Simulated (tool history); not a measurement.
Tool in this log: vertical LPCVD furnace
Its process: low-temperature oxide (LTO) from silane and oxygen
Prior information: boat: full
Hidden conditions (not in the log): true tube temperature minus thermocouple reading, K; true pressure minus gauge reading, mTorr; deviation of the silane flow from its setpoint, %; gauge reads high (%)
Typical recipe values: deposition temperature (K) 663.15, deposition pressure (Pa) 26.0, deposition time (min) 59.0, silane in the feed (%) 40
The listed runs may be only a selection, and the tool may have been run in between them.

| run | hour | deposition temperature (K) | deposition pressure (Pa) | deposition time (min) | silane in the feed (%) | wafers since the last listed run | hours since the last temperature calibration | hours since the pressure gauge was zeroed | hours since the silane flow controller was replaced | hours since the gauge calibration | read-back reference wafer on the same gauge, thickness | film thickness on the monitor wafer in the middle of the boat (Å) |
|---|---|---|---|---|---|---|---|---|---|---|---|---|
| 1 | 0.0 | 663.15 | 26.0 | 59.0 | 40 | 0 | 3590.7 | 2396.4 | 6204.9 | 1701.5 | 414.82 | 4306.1 |
| 2 | 28.8 | 663.15 | 26.0 | 59.0 | 40 | 302 | 3619.5 | 2425.2 | 6233.7 | 1730.3 | 415.33 | 4313.5 |
| 3 | 95.3 | 663.15 | 26.0 | 59.0 | 40 | 699 | 3686.0 | 2491.7 | 6300.2 | 1796.8 | 415.48 | 4279.1 |
|  | 130.7 | silane flow controller replaced |
| 4 | 147.8 | 663.15 | 27.3 | 59.0 | 40 | 299 | 3738.5 | 2544.2 | 17.1 | 1849.3 | 414.71 | 4318.3 |
| 5 | 217.2 | 663.15 | 27.3 | 59.0 | 40 | 729 | 3807.9 | 2613.6 | 86.5 | 1918.7 | 414.77 | 4321.9 |
| 6 | 267.8 | 663.15 | 26.0 | 51.5 | 40 | 531 | 3858.5 | 2664.2 | 137.1 | 1969.3 | 415.32 | 3605.5 |
| 7 | 306.8 | 663.15 | 24.0 | 59.0 | 40 | 409 | 3897.5 | 2703.2 | 176.1 | 2008.3 | 415.35 | 3806.2 |
| 8 | 364.9 | 674.15 | 20.7 | 73.5 | 47 | 610 | 3955.6 | 2761.3 | 234.2 | 2066.4 | 414.84 | 5519.9 |
|  | 423.6 | pressure gauge zeroed |
| 9 | 424.1 | 675.15 | 22.7 | 47.0 | 34 | 370 | 4014.8 | 0.5 | 293.4 | 2125.6 | 414.95 | 2582.0 |
| 10 | 456.7 | 663.15 | 26.0 | 43.5 | 46 | 342 | 4047.4 | 33.1 | 326.0 | 2158.2 | 415.26 | 3473.5 |
| 11 | 485.5 | 663.15 | 26.0 | 59.0 | 40 | 302 | 4076.2 | 61.9 | 354.8 | 2187.0 | 415.05 | 4021.5 |
|  | 520.6 | gauge calibrated |
|  | 545.1 | thermocouples replaced and temperature profile calibrated |
| 12 | 557.4 | 663.15 | 26.0 | 59.0 | 40 | 503 | 12.3 | 133.8 | 426.7 | 36.8 | 415.08 | 4051.2 |
| 13 | 627.0 | 663.15 | 26.0 | 59.0 | 40 | 731 | 81.9 | 203.4 | 496.3 | 106.4 | 415.14 | 4037.2 |
| 14 | 680.0 | 663.15 | 26.0 | 76.5 | 33 | 557 | 134.9 | 256.4 | 549.3 | 159.4 | 414.97 | 4075.8 |
| 15 | 707.4 | 673.15 | 26.0 | 59.0 | 43 | 288 | 162.3 | 283.8 | 576.7 | 186.8 | 414.51 | 4893.2 |
| 16 | 842.8 | 669.15 | 26.0 | 59.0 | 40 | 1423 | 297.7 | 419.2 | 712.1 | 322.2 | 414.80 | 4357.5 |
| 17 | 906.8 | 670.15 | 30.7 | 59.0 | 44 | 672 | 361.7 | 483.2 | 776.1 | 386.2 | 415.14 | 5775.7 |
| 18 | 965.9 | 663.15 | 20.0 | 59.0 | 40 | 621 | 420.8 | 542.3 | 835.2 | 445.3 | 415.11 | 3161.1 |
| 19 | 998.8 | 660.15 | 26.0 | 59.0 | 44 | 345 | 453.7 | 575.2 | 868.1 | 478.2 | 414.82 | 4381.0 |
| 20 | 1025.2 | 670.15 | 29.3 | 59.0 | 40 | 277 | 480.1 | 601.6 | 894.5 | 504.6 | 414.96 | 4979.7 |
| 21 | 1072.9 | 663.15 | 26.0 | 59.0 | 47 | 501 | 527.8 | 649.3 | 942.2 | 552.3 | 414.51 | 4869.2 |
| 22 | 1133.9 | 663.15 | 26.0 | 59.0 | 40 | 641 | 588.8 | 710.3 | 1003.2 | 613.3 | 415.15 | 4116.2 |
| 23 | 1257.3 | 663.15 | 26.0 | 72.0 | 40 | 1297 | 712.2 | 833.7 | 1126.6 | 736.7 | 415.18 | 5073.7 |
| 24 | 1319.4 | 670.15 | 26.0 | 59.0 | 40 | 652 | 774.3 | 895.8 | 1188.7 | 798.8 | 415.16 | 4460.5 |
| 25 | 1354.1 | 658.15 | 26.0 | 44.5 | 40 | 364 | 809.0 | 930.5 | 1223.4 | 833.5 | 415.08 | 2944.7 |
| 26 | 1399.7 | 666.15 | 32.0 | 75.5 | 33 | 479 | 854.6 | 976.1 | 1269.0 | 879.1 | 415.26 | 5204.2 |
| 27 | 1441.2 | 663.15 | 23.3 | 59.0 | 40 | 436 | 896.1 | 1017.6 | 1310.5 | 920.6 | 414.90 | 3703.0 |
| 28 | 1502.5 | 663.15 | 26.0 | 74.0 | 36 | 644 | 957.4 | 1078.9 | 1371.8 | 981.9 | 415.11 | 4531.0 |
| 29 | 1570.9 | 663.15 | 24.0 | 50.0 | 47 | 718 | 1025.8 | 1147.3 | 1440.2 | 1050.3 | 414.99 | 3861.3 |
| 30 | 1628.7 | 663.15 | 26.0 | 36.0 | 45 | 607 | 1083.6 | 1205.1 | 1498.0 | 1108.1 | 415.37 | 2919.0 |

Exercise: give the hidden state of the tool at every run:
true tube temperature minus thermocouple reading, K: 0 on each run
gauge reads high (%): 0 on each run
H1: true pressure minus gauge reading, mTorr
H2: deviation of the silane flow from its setpoint, %
| run | H1 | H2 |
|---|---|---|
| 1 | 5.74 | 6.42 |
| 2 | 5.76 | 6.46 |
| 3 | 5.81 | 6.53 |
| 4 | 5.84 | -0.0697 |
| 5 | 5.89 | 0.00584 |
| 6 | 5.92 | 0.0609 |
| 7 | 5.94 | 0.103 |
| 8 | 5.97 | 0.167 |
| 9 | -0.309 | 0.231 |
| 10 | -0.0787 | 0.266 |
| 11 | 0.119 | 0.298 |
| 12 | 0.591 | 0.376 |
| 13 | 1.02 | 0.452 |
| 14 | 1.33 | 0.509 |
| 15 | 1.48 | 0.539 |
| 16 | 2.18 | 0.687 |
| 17 | 2.48 | 0.756 |
| 18 | 2.75 | 0.82 |
| 19 | 2.89 | 0.856 |
| 20 | 3 | 0.885 |
| 21 | 3.19 | 0.937 |
| 22 | 3.42 | 1 |
| 23 | 3.85 | 1.14 |
| 24 | 4.05 | 1.21 |
| 25 | 4.16 | 1.24 |
| 26 | 4.29 | 1.29 |
| 27 | 4.41 | 1.34 |
| 28 | 4.57 | 1.4 |
| 29 | 4.75 | 1.48 |
| 30 | 4.89 | 1.54 |
